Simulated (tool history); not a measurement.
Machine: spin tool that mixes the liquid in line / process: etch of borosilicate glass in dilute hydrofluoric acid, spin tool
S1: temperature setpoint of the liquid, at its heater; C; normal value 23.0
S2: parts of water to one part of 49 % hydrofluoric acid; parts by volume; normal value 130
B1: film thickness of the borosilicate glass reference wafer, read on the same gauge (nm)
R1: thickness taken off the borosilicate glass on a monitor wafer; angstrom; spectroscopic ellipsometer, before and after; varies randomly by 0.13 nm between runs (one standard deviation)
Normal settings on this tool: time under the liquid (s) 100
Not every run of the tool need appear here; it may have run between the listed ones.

{"run": 1, "hour": 0.0, "S1": 23.0, "S2": 95, "time under the liquid (s)": 100, "B1": 140.02, "R1": 227.5}
{"run": 2, "hour": 15.4, "S1": 23.0, "S2": 95, "time under the liquid (s)": 100, "B1": 140.0, "R1": 222.4}
{"run": 3, "hour": 49.7, "S1": 23.0, "S2": 145, "time under the liquid (s)": 100, "B1": 139.98, "R1": 141.3}
{"run": 4, "hour": 64.2, "S1": 23.0, "S2": 145, "time under the liquid (s)": 100, "B1": 139.99, "R1": 140.6}
{"run": 5, "hour": 88.4, "S1": 23.0, "S2": 145, "time under the liquid (s)": 100, "B1": 139.96, "R1": 139.8}
{"run": 6, "hour": 102.3, "S1": 23.0, "S2": 130, "time under the liquid (s)": 100, "B1": 140.01, "R1": 161.9}
{"run": 7, "hour": 115.4, "S1": 23.0, "S2": 130, "time under the liquid (s)": 100, "B1": 140.01, "R1": 158.6}
{"run": 8, "hour": 146.0, "S1": 23.0, "S2": 130, "time under the liquid (s)": 100, "B1": 140.03, "R1": 159.5}
{"run": 9, "hour": 169.6, "S1": 23.0, "S2": 130, "time under the liquid (s)": 100, "B1": 140.01, "R1": 158.4}
{"run": 10, "hour": 184.2, "S1": 23.0, "S2": 130, "time under the liquid (s)": 100, "B1": 139.98, "R1": 158.5}
{"run": 11, "hour": 201.9, "S1": 23.0, "S2": 130, "time under the liquid (s)": 100, "B1": 139.98, "R1": 158.8}
{"run": 12, "hour": 218.7, "S1": 23.0, "S2": 130, "time under the liquid (s)": 100, "B1": 140.0, "R1": 157.9}
{"run": 13, "hour": 232.0, "S1": 23.0, "S2": 130, "time under the liquid (s)": 100, "B1": 139.97, "R1": 158.6}
{"run": 14, "hour": 244.2, "S1": 23.0, "S2": 130, "time under the liquid (s)": 100, "B1": 139.99, "R1": 160.1}
{"run": 15, "hour": 262.4, "S1": 26.0, "S2": 130, "time under the liquid (s)": 100, "B1": 139.99, "R1": 177.8}
{"run": 16, "hour": 280.9, "S1": 23.0, "S2": 130, "time under the liquid (s)": 100, "B1": 139.97, "R1": 157.2}
{"run": 17, "hour": 305.9, "S1": 27.5, "S2": 130, "time under the liquid (s)": 100, "B1": 140.02, "R1": 191.7}
{"run": 18, "hour": 327.6, "S1": 23.0, "S2": 145, "time under the liquid (s)": 100, "B1": 140.0, "R1": 140.4}
{"run": 19, "hour": 345.1, "S1": 21.0, "S2": 130, "time under the liquid (s)": 100, "B1": 139.95, "R1": 143.6}
{"run": 20, "hour": 377.6, "S1": 23.0, "S2": 130, "time under the liquid (s)": 75, "B1": 140.01, "R1": 118.5}
{"hour": 395.2, "done": "gauge calibrated"}
{"hour": 396.0, "done": "hydrofluoric acid flow meter replaced"}
{"run": 21, "hour": 484.5, "S1": 23.0, "S2": 75, "time under the liquid (s)": 140, "B1": 139.97, "R1": 415.1}
{"run": 22, "hour": 518.3, "S1": 23.0, "S2": 75, "time under the liquid (s)": 100, "B1": 140.01, "R1": 293.7}
{"run": 23, "hour": 549.9, "S1": 19.5, "S2": 195, "time under the liquid (s)": 80, "B1": 139.99, "R1": 68.6}
{"run": 24, "hour": 575.5, "S1": 26.5, "S2": 160, "time under the liquid (s)": 100, "B1": 139.97, "R1": 142.1}
{"run": 25, "hour": 597.7, "S1": 23.0, "S2": 130, "time under the liquid (s)": 100, "B1": 140.01, "R1": 160.0}
{"hour": 599.2, "done": "thermometer replaced"}
{"run": 26, "hour": 618.9, "S1": 23.0, "S2": 170, "time under the liquid (s)": 120, "B1": 140.0, "R1": 139.7}
{"run": 27, "hour": 706.4, "S1": 23.0, "S2": 185, "time under the liquid (s)": 135, "B1": 140.02, "R1": 143.3}
{"run": 28, "hour": 738.2, "S1": 23.0, "S2": 70, "time under the liquid (s)": 150, "B1": 139.96, "R1": 475.6}
{"run": 29, "hour": 769.1, "S1": 25.0, "S2": 180, "time under the liquid (s)": 70, "B1": 140.0, "R1": 81.9}
{"run": 30, "hour": 789.1, "S1": 21.5, "S2": 130, "time under the liquid (s)": 100, "B1": 140.02, "R1": 148.8}
{"run": 31, "hour": 809.7, "S1": 19.0, "S2": 130, "time under the liquid (s)": 125, "B1": 139.99, "R1": 168.0}
{"run": 32, "hour": 824.9, "S1": 23.0, "S2": 130, "time under the liquid (s)": 100, "B1": 139.99, "R1": 158.7}

Branching from run 32: 5 alternative next runs. What would each branch give?
{"run": "A", "hour": 825.3, "S1": 23.0, "S2": 130, "time under the liquid (s)": 100, "B1": "?", "R1": "?"}
{"run": "B", "hour": 825.3, "S1": 23.0, "S2": 165, "time under the liquid (s)": 100, "B1": "?", "R1": "?"}
{"run": "C", "hour": 825.3, "S1": 20.0, "S2": 70, "time under the liquid (s)": 65, "B1": "?", "R1": "?"}
{"run": "D", "hour": 825.3, "S1": 20.0, "S2": 165, "time under the liquid (s)": 50, "B1": "?", "R1": "?"}
{"run": "E", "hour": 825.3, "S1": 21.0, "S2": 130, "time under the liquid (s)": 140, "B1": "?", "R1": "?"}

run=A B1=139.99 R1=158.3
run=B B1=139.99 R1=119.9
run=C B1=139.99 R1=181.4
run=D B1=139.99 R1=53.4
run=E B1=139.99 R1=204.7
The same runs, with their run-to-run variation unchanged, on a tool lacking any hidden condition would have given:
run=A R1=158.3
run=B R1=119.9
run=C R1=181.4
run=D R1=53.4
run=E R1=204.7

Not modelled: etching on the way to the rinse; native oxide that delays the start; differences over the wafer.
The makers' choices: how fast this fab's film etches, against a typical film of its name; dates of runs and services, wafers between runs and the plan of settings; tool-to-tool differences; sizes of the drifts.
